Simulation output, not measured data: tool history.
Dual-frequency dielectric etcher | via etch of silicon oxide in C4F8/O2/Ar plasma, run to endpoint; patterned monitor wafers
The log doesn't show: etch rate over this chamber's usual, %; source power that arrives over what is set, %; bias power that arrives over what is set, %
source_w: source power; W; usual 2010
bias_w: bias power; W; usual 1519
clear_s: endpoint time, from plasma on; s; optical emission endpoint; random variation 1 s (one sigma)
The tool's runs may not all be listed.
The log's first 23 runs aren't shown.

run,day,source_w,bias_w,wafers since the last listed run,hours since the last wet clean,hours since the last source power generator calibration,hours since the last bias power generator calibration,hours since the last upper electrode change,"incoming incoming film thickness, nm",clear_s
24,73.462,2010,1519,179,456.0,4328.9,458.0,4163.5,1008.4,202.7
# day 76.392: wet clean of the chamber
# day 77.079: upper electrode replaced
# day 79.521: source power generator calibrated
25,80.825,1730,1660,570,106.4,31.3,634.7,89.9,994.1,206.3
26,82.875,1660,1741,212,155.6,80.5,683.9,139.1,1014.3,210.3
27,87.296,1680,1282,457,261.7,186.6,790.0,245.2,1002.3,238.8
28,89.862,2380,1271,265,323.3,248.2,851.6,306.8,1000.8,200.8
29,92.067,1660,1519,228,376.2,301.1,904.5,359.7,1002.2,221.1
30,95.342,2010,1519,339,454.8,379.7,983.1,438.3,997.0,199.6
# day 97.804: wet clean of the chamber
31,97.825,2410,1835,153,0.5,439.3,1042.7,497.9,1002.6,169.2
32,101.262,1710,1158,355,83.0,521.8,1125.2,580.4,1008.0,248.0

Forecast each of these 5 alternatives for the next run:
A,101.283,2010,1519,2,83.5,522.3,1125.7,580.9,1006.6,?
B,101.283,2010,1838,2,83.5,522.3,1125.7,580.9,1006.6,?
C,101.283,2340,1739,2,83.5,522.3,1125.7,580.9,1006.6,?
D,101.283,1650,1172,2,83.5,522.3,1125.7,580.9,1006.6,?
E,101.283,1730,1217,2,83.5,522.3,1125.7,580.9,1006.6,?

run,clear_s
A,200.2
B,184.7
C,175.7
D,248.8
E,238.4
Without the tool's hidden state the same runs would have given:
run,clear_s
A,200.2
B,184.7
C,175.7
D,248.8
E,238.4
